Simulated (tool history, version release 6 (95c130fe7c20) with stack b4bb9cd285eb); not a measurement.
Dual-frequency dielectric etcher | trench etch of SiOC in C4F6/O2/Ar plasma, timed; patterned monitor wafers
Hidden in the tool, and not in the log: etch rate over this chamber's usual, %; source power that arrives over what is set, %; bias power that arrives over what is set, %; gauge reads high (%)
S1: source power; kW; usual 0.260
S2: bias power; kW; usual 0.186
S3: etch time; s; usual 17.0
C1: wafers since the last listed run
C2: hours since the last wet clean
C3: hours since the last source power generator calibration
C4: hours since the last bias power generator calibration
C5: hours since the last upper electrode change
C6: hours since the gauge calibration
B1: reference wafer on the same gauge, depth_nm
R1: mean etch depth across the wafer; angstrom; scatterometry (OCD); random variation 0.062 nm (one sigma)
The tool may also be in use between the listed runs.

run 1 hour=0.0 | S1=0.210 S2=0.186 S3=17.0 | C1=0 C2=29.7 C3=2665.0 C4=1646.9 C5=3223.5 C6=695.4 | B1=29.81 | R1=257.7
run 2 hour=210.4 | S1=0.210 S2=0.186 S3=17.0 | C1=4426 C2=240.1 C3=2875.4 C4=1857.3 C5=3433.9 C6=905.8 | B1=29.81 | R1=258.3
run 3 hour=291.4 | S1=0.210 S2=0.186 S3=17.0 | C1=1704 C2=321.1 C3=2956.4 C4=1938.3 C5=3514.9 C6=986.8 | B1=29.80 | R1=257.4
run 4 hour=352.8 | S1=0.260 S2=0.186 S3=17.0 | C1=1291 C2=382.5 C3=3017.8 C4=1999.7 C5=3576.3 C6=1048.2 | B1=29.80 | R1=296.8
-- hour=426.6 gauge calibrated
run 5 hour=449.5 | S1=0.260 S2=0.186 S3=17.0 | C1=2034 C2=479.2 C3=3114.5 C4=2096.4 C5=3673.0 C6=22.9 | B1=29.81 | R1=297.5
-- hour=494.3 bias power generator calibrated
run 6 hour=511.5 | S1=0.260 S2=0.186 S3=17.0 | C1=1220 C2=541.2 C3=3176.5 C4=17.2 C5=3735.0 C6=84.9 | B1=29.81 | R1=297.4
-- hour=559.5 wet clean of the chamber
run 7 hour=573.1 | S1=0.260 S2=0.186 S3=15.0 | C1=791 C2=13.6 C3=3238.1 C4=78.8 C5=3796.6 C6=146.5 | B1=29.81 | R1=262.1
-- hour=579.3 source power generator calibrated
run 8 hour=680.8 | S1=0.260 S2=0.186 S3=15.0 | C1=2181 C2=121.3 C3=101.5 C4=186.5 C5=3904.3 C6=254.2 | B1=29.79 | R1=262.1
run 9 hour=737.9 | S1=0.210 S2=0.186 S3=17.0 | C1=1201 C2=178.4 C3=158.6 C4=243.6 C5=3961.4 C6=311.3 | B1=29.81 | R1=258.3
run 10 hour=814.0 | S1=0.260 S2=0.227 S3=20.0 | C1=1601 C2=254.5 C3=234.7 C4=319.7 C5=4037.5 C6=387.4 | B1=29.81 | R1=388.1
-- hour=882.2 upper electrode replaced
run 11 hour=882.7 | S1=0.220 S2=0.216 S3=18.5 | C1=940 C2=323.2 C3=303.4 C4=388.4 C5=0.5 C6=456.1 | B1=29.80 | R1=314.3
run 12 hour=919.5 | S1=0.230 S2=0.161 S3=12.5 | C1=774 C2=360.0 C3=340.2 C4=425.2 C5=37.3 C6=492.9 | B1=29.80 | R1=186.8
run 13 hour=956.8 | S1=0.260 S2=0.227 S3=20.0 | C1=784 C2=397.3 C3=377.5 C4=462.5 C5=74.6 C6=530.2 | B1=29.80 | R1=387.8
-- hour=1070.0 wet clean of the chamber
run 14 hour=1070.5 | S1=0.210 S2=0.186 S3=17.0 | C1=1887 C2=0.5 C3=491.2 C4=576.2 C5=188.3 C6=643.9 | B1=29.80 | R1=258.3
run 15 hour=1146.6 | S1=0.260 S2=0.223 S3=20.0 | C1=1601 C2=76.6 C3=567.3 C4=652.3 C5=264.4 C6=720.0 | B1=29.80 | R1=384.0
run 16 hour=1198.2 | S1=0.260 S2=0.204 S3=17.0 | C1=1085 C2=128.2 C3=618.9 C4=703.9 C5=316.0 C6=771.6 | B1=29.80 | R1=311.5
run 17 hour=1245.4 | S1=0.260 S2=0.153 S3=17.0 | C1=993 C2=175.4 C3=666.1 C4=751.1 C5=363.2 C6=818.8 | B1=29.79 | R1=267.7

Forecast each of these 3 alternatives for the next run:
run A hour=1245.8 | S1=0.260 S2=0.186 S3=17.0 | C1=8 C2=175.8 C3=666.5 C4=751.5 C5=363.6 C6=819.2 | B1=? | R1=?
run B hour=1245.8 | S1=0.280 S2=0.174 S3=20.0 | C1=8 C2=175.8 C3=666.5 C4=751.5 C5=363.6 C6=819.2 | B1=? | R1=?
run C hour=1245.8 | S1=0.290 S2=0.142 S3=12.0 | C1=8 C2=175.8 C3=666.5 C4=751.5 C5=363.6 C6=819.2 | B1=? | R1=?

run=A B1=29.79 R1=297.1
run=B B1=29.79 R1=353.0
run=C B1=29.79 R1=193.5
Without the tool's hidden state the same runs would have given:
run=A R1=297.1
run=B R1=353.0
run=C R1=193.5
